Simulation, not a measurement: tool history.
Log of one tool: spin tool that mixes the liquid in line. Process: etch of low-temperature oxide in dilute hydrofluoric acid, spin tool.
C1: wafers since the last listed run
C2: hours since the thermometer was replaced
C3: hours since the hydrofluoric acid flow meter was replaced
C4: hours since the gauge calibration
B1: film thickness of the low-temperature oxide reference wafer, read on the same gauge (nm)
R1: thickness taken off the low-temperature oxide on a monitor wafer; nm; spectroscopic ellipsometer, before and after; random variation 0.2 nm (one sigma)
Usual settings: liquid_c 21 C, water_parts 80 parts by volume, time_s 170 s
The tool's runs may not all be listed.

{"run": 1, "hour": 0.0, "liquid_c": 21, "water_parts": 80, "time_s": 170, "C1": 0, "C2": 257.6, "C3": 169.2, "C4": 832.3, "B1": 100.03, "R1": 39.33}
{"run": 2, "hour": 38.8, "liquid_c": 21, "water_parts": 80, "time_s": 170, "C1": 250, "C2": 296.4, "C3": 208, "C4": 871.1, "B1": 100.01, "R1": 38.96}
{"run": 3, "hour": 137.1, "liquid_c": 21, "water_parts": 80, "time_s": 170, "C1": 635, "C2": 394.7, "C3": 306.3, "C4": 969.4, "B1": 100.02, "R1": 39.55}
{"run": 4, "hour": 212.9, "liquid_c": 21, "water_parts": 55, "time_s": 170, "C1": 489, "C2": 470.5, "C3": 382.1, "C4": 1045.2, "B1": 100, "R1": 59.56}
{"run": 5, "hour": 320.6, "liquid_c": 21, "water_parts": 55, "time_s": 170, "C1": 696, "C2": 578.2, "C3": 489.8, "C4": 1152.9, "B1": 99.99, "R1": 59.63}
{"run": 6, "hour": 422.9, "liquid_c": 21, "water_parts": 80, "time_s": 170, "C1": 661, "C2": 680.5, "C3": 592.1, "C4": 1255.2, "B1": 100, "R1": 40.46}
{"hour": 507.9, "done": "thermometer replaced"}
{"run": 7, "hour": 516.4, "liquid_c": 21, "water_parts": 80, "time_s": 170, "C1": 597, "C2": 8.5, "C3": 685.6, "C4": 1348.7, "B1": 100.02, "R1": 39.34}
{"run": 8, "hour": 593.9, "liquid_c": 21, "water_parts": 80, "time_s": 170, "C1": 500, "C2": 86, "C3": 763.1, "C4": 1426.2, "B1": 99.98, "R1": 39.34}
{"run": 9, "hour": 663.1, "liquid_c": 21, "water_parts": 80, "time_s": 170, "C1": 447, "C2": 155.2, "C3": 832.3, "C4": 1495.4, "B1": 100.01, "R1": 39.83}
{"run": 10, "hour": 765.4, "liquid_c": 21, "water_parts": 60, "time_s": 170, "C1": 661, "C2": 257.5, "C3": 934.6, "C4": 1597.7, "B1": 100.01, "R1": 54.52}
{"run": 11, "hour": 835.1, "liquid_c": 21, "water_parts": 60, "time_s": 170, "C1": 450, "C2": 327.2, "C3": 1004.3, "C4": 1667.4, "B1": 100.02, "R1": 54.73}
{"hour": 883.1, "done": "gauge calibrated"}
{"run": 12, "hour": 916.8, "liquid_c": 21, "water_parts": 60, "time_s": 170, "C1": 528, "C2": 408.9, "C3": 1086, "C4": 33.7, "B1": 99.97, "R1": 54.79}
{"run": 13, "hour": 1006.2, "liquid_c": 18.5, "water_parts": 80, "time_s": 170, "C1": 577, "C2": 498.3, "C3": 1175.4, "C4": 123.1, "B1": 99.99, "R1": 36.24}
{"run": 14, "hour": 1096.1, "liquid_c": 23.5, "water_parts": 105, "time_s": 90, "C1": 581, "C2": 588.2, "C3": 1265.3, "C4": 213, "B1": 100.02, "R1": 17.4}
{"run": 15, "hour": 1145.6, "liquid_c": 21, "water_parts": 80, "time_s": 170, "C1": 319, "C2": 637.7, "C3": 1314.8, "C4": 262.5, "B1": 100, "R1": 40.58}
{"run": 16, "hour": 1319.9, "liquid_c": 17, "water_parts": 105, "time_s": 255, "C1": 1126, "C2": 812, "C3": 1489.1, "C4": 436.8, "B1": 100.01, "R1": 38.44}
{"run": 17, "hour": 1427.7, "liquid_c": 21, "water_parts": 80, "time_s": 170, "C1": 696, "C2": 919.8, "C3": 1596.9, "C4": 544.6, "B1": 100, "R1": 41.13}
{"hour": 1482.5, "done": "thermometer replaced"}
{"run": 18, "hour": 1532.0, "liquid_c": 21, "water_parts": 80, "time_s": 170, "C1": 667, "C2": 49.5, "C3": 1701.2, "C4": 648.9, "B1": 99.99, "R1": 39.05}
{"hour": 1585.4, "done": "hydrofluoric acid flow meter replaced"}
{"run": 19, "hour": 1614.5, "liquid_c": 21, "water_parts": 50, "time_s": 240, "C1": 526, "C2": 132, "C3": 29.1, "C4": 731.4, "B1": 100.05, "R1": 92.36}
{"run": 20, "hour": 1695.6, "liquid_c": 21, "water_parts": 80, "time_s": 170, "C1": 524, "C2": 213.1, "C3": 110.2, "C4": 812.5, "B1": 100.01, "R1": 39.5}
{"run": 21, "hour": 1747.3, "liquid_c": 17, "water_parts": 80, "time_s": 145, "C1": 334, "C2": 264.8, "C3": 161.9, "C4": 864.2, "B1": 100, "R1": 28.46}
{"run": 22, "hour": 1811.4, "liquid_c": 21, "water_parts": 115, "time_s": 170, "C1": 414, "C2": 328.9, "C3": 226, "C4": 928.3, "B1": 100, "R1": 26.57}
{"run": 23, "hour": 1889.2, "liquid_c": 25.5, "water_parts": 95, "time_s": 125, "C1": 502, "C2": 406.7, "C3": 303.8, "C4": 1006.1, "B1": 100.02, "R1": 29.37}
{"run": 24, "hour": 1944.3, "liquid_c": 19.5, "water_parts": 55, "time_s": 270, "C1": 356, "C2": 461.8, "C3": 358.9, "C4": 1061.2, "B1": 99.99, "R1": 89.13}
{"run": 25, "hour": 2044.7, "liquid_c": 21, "water_parts": 80, "time_s": 230, "C1": 648, "C2": 562.2, "C3": 459.3, "C4": 1161.6, "B1": 100, "R1": 53.89}
{"run": 26, "hour": 2085.1, "liquid_c": 21, "water_parts": 80, "time_s": 170, "C1": 261, "C2": 602.6, "C3": 499.7, "C4": 1202, "B1": 100, "R1": 40.48}

Hidden state at the last listed run before each entry between runs and at the first one after, where it differs:
Between runs 6 and 7: thermometer replaced (hour 507.9)
  liquid hotter than its thermometer reads (K): 0.929 -> 0.292
  measured less the result without the state, R1: +1.51 -> +0.46 nm
Between runs 11 and 12: gauge calibrated (hour 883.1)
  liquid hotter than its thermometer reads (K): 0.714 -> 0.822
  measured less the result without the state, R1: +1.6 -> +1.84 nm
Between runs 17 and 18: thermometer replaced (hour 1482.5)
  liquid hotter than its thermometer reads (K): 1.5 -> 0.172
  measured less the result without the state, R1: +2.46 -> +0.28 nm
Between runs 18 and 19: hydrofluoric acid flow meter replaced (hour 1585.4)
  liquid hotter than its thermometer reads (K): 0.172 -> 0.281
  measured less the result without the state, R1: +0.28 -> +1.09 nm
